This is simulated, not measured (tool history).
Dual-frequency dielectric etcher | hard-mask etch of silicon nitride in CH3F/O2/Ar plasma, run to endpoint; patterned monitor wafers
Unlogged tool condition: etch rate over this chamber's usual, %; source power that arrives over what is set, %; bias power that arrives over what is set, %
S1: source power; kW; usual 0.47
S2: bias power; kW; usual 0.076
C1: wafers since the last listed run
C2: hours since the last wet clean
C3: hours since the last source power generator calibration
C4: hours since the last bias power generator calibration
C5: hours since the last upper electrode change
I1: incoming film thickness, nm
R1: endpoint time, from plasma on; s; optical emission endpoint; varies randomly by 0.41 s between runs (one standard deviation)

run    hour    S1     S2    C1     C2      C3      C4      C5    I1    R1
  1       0  0.47  0.076     0  511.5  1565.4   599.3  2466.8  54.3  75.3
  2    43.6  0.47  0.076   443  555.1    1609   642.9  2510.4  54.4    75
      140.5  -- wet clean of the chamber
  3   341.2  0.47  0.076  2782  200.7  1906.6   940.5    2808  53.8  73.8
  4   377.9  0.47  0.082   373  237.4  1943.3   977.2  2844.7    54  73.1
  5     467  0.47  0.082   906  326.5  2032.4  1066.3  2933.8    54  72.3
  6   548.9  0.53  0.083   832  408.4  2114.3  1148.2  3015.7  54.2  67.3
      701.7  -- wet clean of the chamber
  7   857.5  0.47  0.069  2893  155.8  2422.9  1456.8  3324.3  54.2  77.2
  8   962.8  0.47  0.069  1070  261.1  2528.2  1562.1  3429.6  53.9  76.6
     1055.6  -- source power generator calibrated
     1066.9  -- upper electrode replaced
  9  1067.4  0.47  0.069   908  365.7    11.8  1666.7     0.5  54.2  77.5
 10  1092.1  0.47  0.088   251  390.4    36.5  1691.4    25.2  53.9  70.5
 11  1370.2  0.47  0.088  2827  668.5   314.6  1969.5   303.3  53.2  69.1
     1422.4  -- wet clean of the chamber
       1433  -- bias power generator calibrated
 12  1441.1  0.47  0.086   436   18.7   385.5     8.1   374.2  54.4  72.2
 13  1523.3  0.47  0.086   835  100.9   467.7    90.3   456.4  53.7  70.7
 14    1611  0.47  0.086   891  188.6   555.4     178   544.1    54  71.9
 15  1703.6  0.47  0.062   941  281.2     648   270.6   636.7  53.6  79.8
 16    1787  0.47  0.084   848  364.6   731.4     354   720.1  54.4  72.3
 17  1886.2  0.47  0.059  1008  463.8   830.6   453.2   819.3  54.2  82.6
 18  1984.7  0.39  0.066  1001  562.3   929.1   551.7   917.8  54.2  88.9
 19  2082.3  0.54  0.088   992  659.9  1026.7   649.3  1015.4  53.9  65.1
     2138.1  -- wet clean of the chamber
 20  2169.5  0.47  0.069   642   31.4  1113.9   736.5  1102.6  53.3  76.3

Forecast run 21:
 21  2211.1  0.39  0.071  423  73  1155.5  778.1  1144.2  53.8   ?

Run 21 came out at R1 86.1 s.
If the tool had no hidden condition, the same run with the same run-to-run variation would have returned R1 86.1 s.
